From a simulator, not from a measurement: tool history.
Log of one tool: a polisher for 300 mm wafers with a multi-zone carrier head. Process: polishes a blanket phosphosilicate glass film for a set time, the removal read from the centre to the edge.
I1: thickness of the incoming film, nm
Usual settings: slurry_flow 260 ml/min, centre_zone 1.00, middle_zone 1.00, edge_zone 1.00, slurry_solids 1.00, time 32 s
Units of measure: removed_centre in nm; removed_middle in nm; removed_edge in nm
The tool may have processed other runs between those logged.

{"run": 1, "hour": 0.0, "slurry_flow": 260, "centre_zone": 1.0, "middle_zone": 1.0, "edge_zone": 1.0, "slurry_solids": 1.0, "time": 38, "I1": 3970.6, "removed_centre": 375.5, "removed_middle": 327.5, "removed_edge": 325.3}
{"run": 2, "hour": 20.4, "slurry_flow": 260, "centre_zone": 1.0, "middle_zone": 1.0, "edge_zone": 1.0, "slurry_solids": 1.0, "time": 38, "I1": 3948.3, "removed_centre": 365.9, "removed_middle": 324.7, "removed_edge": 331.3}
{"run": 3, "hour": 55.0, "slurry_flow": 260, "centre_zone": 1.0, "middle_zone": 1.0, "edge_zone": 1.0, "slurry_solids": 1.0, "time": 38, "I1": 3983.4, "removed_centre": 358.7, "removed_middle": 319.2, "removed_edge": 324.3}
{"run": 4, "hour": 78.5, "slurry_flow": 260, "centre_zone": 1.0, "middle_zone": 1.04, "edge_zone": 1.0, "slurry_solids": 1.0, "time": 32, "I1": 3910.2, "removed_centre": 299.6, "removed_middle": 273.2, "removed_edge": 260.8}
{"run": 5, "hour": 92.1, "slurry_flow": 260, "centre_zone": 1.0, "middle_zone": 1.04, "edge_zone": 1.0, "slurry_solids": 1.0, "time": 32, "I1": 3981.7, "removed_centre": 300.1, "removed_middle": 272.9, "removed_edge": 257.2}
{"hour": 102.6, "done": "carrier head's membrane replaced by a new one"}
{"run": 6, "hour": 112.3, "slurry_flow": 260, "centre_zone": 1.0, "middle_zone": 1.0, "edge_zone": 1.0, "slurry_solids": 1.0, "time": 32, "I1": 3961.2, "removed_centre": 290.5, "removed_middle": 257.0, "removed_edge": 265.4}
{"hour": 117.9, "done": "worn pad replaced by a new one"}
{"run": 7, "hour": 130.1, "slurry_flow": 260, "centre_zone": 1.0, "middle_zone": 1.0, "edge_zone": 1.0, "slurry_solids": 1.0, "time": 32, "I1": 4040.7, "removed_centre": 314.9, "removed_middle": 280.5, "removed_edge": 282.5}
{"run": 8, "hour": 163.0, "slurry_flow": 260, "centre_zone": 1.0, "middle_zone": 1.0, "edge_zone": 1.0, "slurry_solids": 0.85, "time": 32, "I1": 3976.6, "removed_centre": 277.7, "removed_middle": 249.2, "removed_edge": 251.9}
{"hour": 182.4, "done": "edge zone pressure recalibrated"}
{"run": 9, "hour": 189.8, "slurry_flow": 260, "centre_zone": 1.0, "middle_zone": 1.0, "edge_zone": 1.0, "slurry_solids": 1.0, "time": 32, "I1": 4032.3, "removed_centre": 307.8, "removed_middle": 270.7, "removed_edge": 277.2}
{"run": 10, "hour": 216.2, "slurry_flow": 260, "centre_zone": 1.0, "middle_zone": 1.04, "edge_zone": 0.9, "slurry_solids": 1.25, "time": 32, "I1": 3949.4, "removed_centre": 341.2, "removed_middle": 312.3, "removed_edge": 288.5}
{"hour": 235.1, "done": "slurry nozzle cleaned"}
{"hour": 238.6, "done": "centre zone pressure recalibrated"}
{"run": 11, "hour": 251.7, "slurry_flow": 230, "centre_zone": 1.0, "middle_zone": 1.0, "edge_zone": 1.09, "slurry_solids": 0.9, "time": 29, "I1": 3914.3, "removed_centre": 220.3, "removed_middle": 217.7, "removed_edge": 232.5}
{"hour": 260.2, "done": "worn pad replaced by a new one"}
{"run": 12, "hour": 266.8, "slurry_flow": 260, "centre_zone": 1.0, "middle_zone": 1.0, "edge_zone": 1.0, "slurry_solids": 0.85, "time": 32, "I1": 4007.7, "removed_centre": 266.7, "removed_middle": 253.2, "removed_edge": 257.8}
{"run": 13, "hour": 296.1, "slurry_flow": 260, "centre_zone": 1.0, "middle_zone": 1.0, "edge_zone": 1.0, "slurry_solids": 1.0, "time": 32, "I1": 3990.3, "removed_centre": 288.3, "removed_middle": 283.2, "removed_edge": 277.6}
{"run": 14, "hour": 313.1, "slurry_flow": 260, "centre_zone": 1.0, "middle_zone": 1.0, "edge_zone": 1.0, "slurry_solids": 1.1, "time": 32, "I1": 3978.1, "removed_centre": 305.1, "removed_middle": 296.6, "removed_edge": 294.7}
{"run": 15, "hour": 340.0, "slurry_flow": 260, "centre_zone": 1.0, "middle_zone": 1.08, "edge_zone": 1.0, "slurry_solids": 1.0, "time": 28, "I1": 3936.1, "removed_centre": 253.9, "removed_middle": 255.8, "removed_edge": 238.0}

Below are 4 alternative next runs, each starting from the tool's condition after run 15. Predict each:
{"run": "A", "hour": 340.4, "slurry_flow": 260, "centre_zone": 1.05, "middle_zone": 1.0, "edge_zone": 1.0, "slurry_solids": 1.0, "time": 32, "I1": 4009.6, "removed_centre": "?", "removed_middle": "?", "removed_edge": "?"}
{"run": "B", "hour": 340.4, "slurry_flow": 260, "centre_zone": 1.04, "middle_zone": 0.93, "edge_zone": 1.07, "slurry_solids": 1.0, "time": 23, "I1": 4009.6, "removed_centre": "?", "removed_middle": "?", "removed_edge": "?"}
{"run": "C", "hour": 340.4, "slurry_flow": 210, "centre_zone": 1.0, "middle_zone": 1.0, "edge_zone": 1.0, "slurry_solids": 1.3, "time": 32, "I1": 4009.6, "removed_centre": "?", "removed_middle": "?", "removed_edge": "?"}
{"run": "D", "hour": 340.4, "slurry_flow": 260, "centre_zone": 1.0, "middle_zone": 1.0, "edge_zone": 0.95, "slurry_solids": 1.0, "time": 38, "I1": 4009.6, "removed_centre": "?", "removed_middle": "?", "removed_edge": "?"}

run=A removed_centre=302.6 removed_middle=269.3 removed_edge=275.9
run=B removed_centre=215.3 removed_middle=182.1 removed_edge=204.0
run=C removed_centre=319.7 removed_middle=299.9 removed_edge=309.5
run=D removed_centre=342.2 removed_middle=319.9 removed_edge=321.0
Had the tool no hidden state, the same runs would have come out as:
run=A removed_centre=306.1 removed_middle=284.7 removed_edge=291.5
run=B removed_centre=217.8 removed_middle=192.5 removed_edge=215.6
run=C removed_centre=323.3 removed_middle=317.0 removed_edge=327.0
run=D removed_centre=346.1 removed_middle=338.1 removed_edge=339.3
